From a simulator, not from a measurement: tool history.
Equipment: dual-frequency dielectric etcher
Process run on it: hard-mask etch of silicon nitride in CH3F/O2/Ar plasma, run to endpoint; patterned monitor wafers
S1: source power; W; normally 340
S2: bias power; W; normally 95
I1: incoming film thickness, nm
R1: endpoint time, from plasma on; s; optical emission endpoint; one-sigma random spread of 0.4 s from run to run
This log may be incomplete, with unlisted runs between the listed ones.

{"run": 1, "hour": 0.0, "S1": 340, "S2": 95, "I1": 50.3, "R1": 68.9}
{"run": 2, "hour": 11.3, "S1": 340, "S2": 95, "I1": 50.5, "R1": 69.4}
{"run": 3, "hour": 21.9, "S1": 340, "S2": 80, "I1": 50.5, "R1": 73.1}
{"run": 4, "hour": 36.1, "S1": 340, "S2": 80, "I1": 50.5, "R1": 74.0}
{"run": 5, "hour": 51.1, "S1": 360, "S2": 95, "I1": 50.5, "R1": 67.1}
{"run": 6, "hour": 59.8, "S1": 360, "S2": 95, "I1": 50.4, "R1": 67.3}
{"run": 7, "hour": 67.7, "S1": 340, "S2": 107, "I1": 51.1, "R1": 65.9}
{"run": 8, "hour": 80.6, "S1": 340, "S2": 107, "I1": 49.9, "R1": 64.7}
{"hour": 99.4, "done": "bias power generator calibrated"}
{"run": 9, "hour": 99.9, "S1": 300, "S2": 85, "I1": 50.3, "R1": 74.9}
{"hour": 129.4, "done": "upper electrode replaced"}
{"run": 10, "hour": 129.9, "S1": 300, "S2": 85, "I1": 50.5, "R1": 74.1}
{"run": 11, "hour": 130.3, "S1": 300, "S2": 85, "I1": 50.5, "R1": 74.5}
{"run": 12, "hour": 130.6, "S1": 340, "S2": 95, "I1": 50.9, "R1": 69.1}
{"run": 13, "hour": 150.3, "S1": 340, "S2": 95, "I1": 50.7, "R1": 68.8}
{"hour": 178.7, "done": "wet clean of the chamber"}
{"run": 14, "hour": 179.2, "S1": 340, "S2": 95, "I1": 50.1, "R1": 69.5}
{"run": 15, "hour": 181.5, "S1": 340, "S2": 95, "I1": 50.6, "R1": 70.7}
{"run": 16, "hour": 196.3, "S1": 370, "S2": 71, "I1": 50.6, "R1": 76.9}
{"run": 17, "hour": 213.8, "S1": 390, "S2": 116, "I1": 50.7, "R1": 62.3}
{"run": 18, "hour": 220.4, "S1": 300, "S2": 84, "I1": 50.5, "R1": 76.7}
{"run": 19, "hour": 236.3, "S1": 340, "S2": 95, "I1": 50.2, "R1": 68.9}
{"run": 20, "hour": 243.8, "S1": 260, "S2": 106, "I1": 50.1, "R1": 72.0}
{"run": 21, "hour": 254.8, "S1": 420, "S2": 103, "I1": 50.2, "R1": 63.6}
{"run": 22, "hour": 269.6, "S1": 290, "S2": 95, "I1": 50.5, "R1": 73.8}
{"run": 23, "hour": 286.1, "S1": 310, "S2": 115, "I1": 50.3, "R1": 66.1}
{"run": 24, "hour": 298.3, "S1": 340, "S2": 95, "I1": 50.6, "R1": 69.7}
{"hour": 307.8, "done": "source power generator calibrated"}
{"run": 25, "hour": 313.5, "S1": 300, "S2": 73, "I1": 50.6, "R1": 79.6}
{"run": 26, "hour": 327.7, "S1": 340, "S2": 95, "I1": 50.8, "R1": 69.7}
{"run": 27, "hour": 334.7, "S1": 420, "S2": 116, "I1": 50.5, "R1": 59.9}
{"run": 28, "hour": 352.5, "S1": 300, "S2": 85, "I1": 50.5, "R1": 75.8}
{"run": 29, "hour": 358.8, "S1": 380, "S2": 95, "I1": 50.6, "R1": 67.4}
{"run": 30, "hour": 370.5, "S1": 410, "S2": 83, "I1": 50.4, "R1": 69.3}
{"run": 31, "hour": 386.5, "S1": 300, "S2": 113, "I1": 50.9, "R1": 67.4}
{"run": 32, "hour": 399.5, "S1": 370, "S2": 89, "I1": 50.5, "R1": 69.1}
{"run": 33, "hour": 416.9, "S1": 320, "S2": 82, "I1": 50.5, "R1": 75.2}
{"run": 34, "hour": 434.6, "S1": 340, "S2": 95, "I1": 50.7, "R1": 70.0}
{"run": 35, "hour": 463.3, "S1": 340, "S2": 95, "I1": 50.5, "R1": 68.9}

List, for all runs, the conditions of the tool that the log does not record:
source power that arrives over what is set, %: 0 at every run
bias power that arrives over what is set, %: 0 at every run
H1: etch rate over this chamber's usual, %
run=1 H1=1.56
run=2 H1=1.62
run=3 H1=1.67
run=4 H1=1.73
run=5 H1=1.8
run=6 H1=1.84
run=7 H1=1.88
run=8 H1=1.93
run=9 H1=2.02
run=10 H1=2.16
run=11 H1=2.16
run=12 H1=2.16
run=13 H1=2.25
run=14 H1=-0.00403
run=15 H1=0.00652
run=16 H1=0.0744
run=17 H1=0.155
run=18 H1=0.185
run=19 H1=0.258
run=20 H1=0.292
run=21 H1=0.343
run=22 H1=0.411
run=23 H1=0.486
run=24 H1=0.542
run=25 H1=0.612
run=26 H1=0.677
run=27 H1=0.709
run=28 H1=0.791
run=29 H1=0.82
run=30 H1=0.873
run=31 H1=0.947
run=32 H1=1.01
run=33 H1=1.09
run=34 H1=1.17
run=35 H1=1.3

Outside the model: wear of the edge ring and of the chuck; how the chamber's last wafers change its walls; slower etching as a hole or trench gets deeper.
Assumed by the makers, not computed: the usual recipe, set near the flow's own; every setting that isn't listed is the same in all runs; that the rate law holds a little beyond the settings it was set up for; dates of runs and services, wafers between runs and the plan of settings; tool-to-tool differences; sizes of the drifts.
